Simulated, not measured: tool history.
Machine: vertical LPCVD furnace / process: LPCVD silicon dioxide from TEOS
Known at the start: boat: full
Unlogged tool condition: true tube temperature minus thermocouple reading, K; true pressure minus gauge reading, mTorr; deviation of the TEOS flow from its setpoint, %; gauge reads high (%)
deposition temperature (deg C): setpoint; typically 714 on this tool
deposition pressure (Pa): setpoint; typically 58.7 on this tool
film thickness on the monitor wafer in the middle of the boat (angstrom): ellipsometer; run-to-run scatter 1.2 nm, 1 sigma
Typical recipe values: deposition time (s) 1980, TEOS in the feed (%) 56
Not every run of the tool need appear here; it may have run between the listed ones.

run,hour,deposition temperature (deg C),deposition pressure (Pa),deposition time (s),TEOS in the feed (%),wafers since the last listed run,hours since the last temperature calibration,hours since the pressure gauge was zeroed,hours since the TEOS flow controller was replaced,hours since the gauge calibration,"read-back reference wafer on the same gauge, thickness",film thickness on the monitor wafer in the middle of the boat (angstrom)
1,0.0,714,58.7,1980,56,0,1376.8,3133.6,3623.8,129.1,278.95,3620.0
2,11.1,714,58.7,1980,56,130,1387.9,3144.7,3634.9,140.2,278.92,3618.3
3,20.4,714,58.7,2580,56,109,1397.2,3154.0,3644.2,149.5,279.21,4740.3
4,33.0,714,58.7,1980,60,147,1409.8,3166.6,3656.8,162.1,279.05,3754.6
5,43.1,710,58.7,1980,49,118,1419.9,3176.7,3666.9,172.2,279.16,3109.1
6,53.4,710,58.7,1980,49,120,1430.2,3187.0,3677.2,182.5,278.79,3105.3
7,81.8,710,58.7,1980,49,333,1458.6,3215.4,3705.6,210.9,279.01,3111.3
8,101.3,714,58.7,1980,56,228,1478.1,3234.9,3725.1,230.4,278.90,3633.3
# hour 130.8: TEOS flow controller replaced
9,131.3,714,58.7,1980,56,70,1508.1,3264.9,0.5,260.4,278.99,3668.0
10,136.2,709,58.7,1980,52,57,1513.0,3269.8,5.4,265.3,278.99,3164.4
11,149.1,709,58.7,1980,52,151,1525.9,3282.7,18.3,278.2,278.94,3150.1
12,168.9,709,58.7,1980,52,232,1545.7,3302.5,38.1,298.0,279.22,3162.6
# hour 203.1: gauge calibrated
# hour 208.0: pressure gauge zeroed
# hour 210.1: thermocouples replaced and temperature profile calibrated
13,210.6,714,58.7,2310,56,183,0.5,2.6,79.8,7.5,279.21,4022.2
14,215.4,714,58.7,2700,56,56,5.3,7.4,84.6,12.3,278.99,4712.6
15,220.3,714,58.7,1980,56,57,10.2,12.3,89.5,17.2,279.04,3463.8
16,239.3,714,58.7,1230,56,223,29.2,31.3,108.5,36.2,278.87,2147.4
17,255.2,711,44.7,2520,53,186,45.1,47.2,124.4,52.1,278.95,3485.6
18,264.7,707,68.7,1530,59,111,54.6,56.7,133.9,61.6,278.84,2528.7
19,277.2,714,58.7,1980,67,146,67.1,69.2,146.4,74.1,278.93,3770.1
20,294.2,717,72.7,1980,50,199,84.1,86.2,163.4,91.1,278.90,3881.3
21,303.2,714,68.7,2340,56,105,93.1,95.2,172.4,100.1,278.89,4409.4
22,312.8,714,58.7,1980,56,112,102.7,104.8,182.0,109.7,279.00,3450.5
23,320.9,717,58.7,1980,62,95,110.8,112.9,190.1,117.8,279.02,3877.7
24,328.8,714,58.7,1980,56,92,118.7,120.8,198.0,125.7,279.14,3425.9

5 ways to go on from here, each from the tool as it stands after run 24. What would each give?
A,333.8,714,50.7,1980,56,58,123.7,125.8,203.0,130.7,?,?
B,333.8,714,58.7,2280,56,58,123.7,125.8,203.0,130.7,?,?
C,333.8,714,64.0,2250,56,58,123.7,125.8,203.0,130.7,?,?
D,333.8,708,46.0,1980,56,58,123.7,125.8,203.0,130.7,?,?
E,333.8,705,46.0,1200,52,58,123.7,125.8,203.0,130.7,?,?

run,"read-back reference wafer on the same gauge, thickness",film thickness on the monitor wafer in the middle of the boat (angstrom)
A,278.95,3220.1
B,278.95,3990.0
C,278.95,4112.6
D,278.95,2677.5
E,278.95,1459.8
Stripped of hidden state, with their random variation kept, the same runs would have yielded:
run,film thickness on the monitor wafer in the middle of the boat (angstrom)
A,3166.7
B,3923.8
C,4044.4
D,2632.6
E,1435.2

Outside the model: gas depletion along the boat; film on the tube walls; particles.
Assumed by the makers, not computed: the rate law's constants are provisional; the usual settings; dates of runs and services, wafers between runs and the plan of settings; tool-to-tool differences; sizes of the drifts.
